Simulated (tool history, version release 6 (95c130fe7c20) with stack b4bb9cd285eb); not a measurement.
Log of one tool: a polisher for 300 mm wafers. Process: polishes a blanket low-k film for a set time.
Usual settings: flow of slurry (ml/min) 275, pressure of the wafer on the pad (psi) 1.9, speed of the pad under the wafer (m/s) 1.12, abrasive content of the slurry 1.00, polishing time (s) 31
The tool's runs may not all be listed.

run	hour	flow of slurry (ml/min)	pressure of the wafer on the pad (psi)	speed of the pad under the wafer (m/s)	abrasive content of the slurry	polishing time (s)	incoming thickness of the incoming film, nm	film removed (angstrom)
1	0.0	275	2.1	1.12	1.00	36	735.5	137
2	54.4	275	2.1	1.12	1.00	36	718.3	133
# hour 102.5: slurry blender recalibrated
3	118.3	275	1.9	1.12	1.00	31	741.5	109
4	148.3	275	1.9	1.12	1.00	24	722.7	84
# hour 206.2: conditioning disc replaced and pad reconditioned
# hour 261.4: slurry nozzle cleaned
# hour 315.4: worn pad replaced by a new one
5	328.0	275	1.9	1.12	1.00	31	735.3	111
# hour 372.4: head pressure recalibrated
6	378.9	275	1.9	1.12	1.00	31	727.4	109
7	440.7	275	1.9	1.12	1.00	31	721.8	107
# hour 500.3: slurry blender recalibrated
8	507.6	275	1.2	1.42	1.00	31	724.6	85
9	574.1	275	1.9	1.34	1.25	31	726.8	137
# hour 584.5: conditioning disc replaced and pad reconditioned
10	623.9	275	1.9	1.12	1.00	26	742.5	90
11	669.1	275	2.3	1.12	1.00	31	733.3	124
12	702.3	275	2.3	1.12	1.00	31	718.9	124
# hour 710.8: worn pad replaced by a new one
13	761.5	275	2.3	0.74	0.80	31	729.8	85
14	833.4	210	1.9	1.34	1.25	28	736.6	120
# hour 841.1: slurry blender recalibrated
15	868.2	190	1.9	1.26	1.00	31	737.6	118
16	901.7	275	1.9	1.12	1.00	31	729.7	108
# hour 941.0: conditioning disc replaced and pad reconditioned
17	962.2	275	1.9	1.12	1.20	31	729.7	120
# hour 973.3: slurry nozzle cleaned
18	987.1	200	1.9	1.46	1.00	23	731.4	93
19	1057.7	275	1.9	1.40	0.80	31	731.2	104
20	1097.1	275	2.3	0.74	0.80	31	736.0	82
# hour 1124.4: worn pad replaced by a new one
21	1134.1	370	1.4	1.12	1.00	31	725.7	83
# hour 1175.3: slurry blender recalibrated
22	1189.4	195	1.3	1.32	1.00	20	733.3	55
23	1234.0	210	2.1	1.12	1.00	31	742.9	121
24	1346.1	275	1.9	0.98	1.00	22	726.0	70
# hour 1366.2: conditioning disc replaced and pad reconditioned
25	1398.4	275	1.9	1.12	1.00	31	721.9	108

4 ways to go on from here, each from the tool as it stands after run 25. What would each give?
A	1398.8	275	1.9	1.12	1.00	31	740.4	?
B	1398.8	240	2.2	1.12	1.00	31	740.4	?
C	1398.8	370	1.5	1.12	1.00	31	740.4	?
D	1398.8	220	1.9	0.78	1.00	40	740.4	?

run	film removed (angstrom)
A	106
B	121
C	87
D	108
Without the tool's hidden state the same runs would have given:
run	film removed (angstrom)
A	113
B	128
C	92
D	114

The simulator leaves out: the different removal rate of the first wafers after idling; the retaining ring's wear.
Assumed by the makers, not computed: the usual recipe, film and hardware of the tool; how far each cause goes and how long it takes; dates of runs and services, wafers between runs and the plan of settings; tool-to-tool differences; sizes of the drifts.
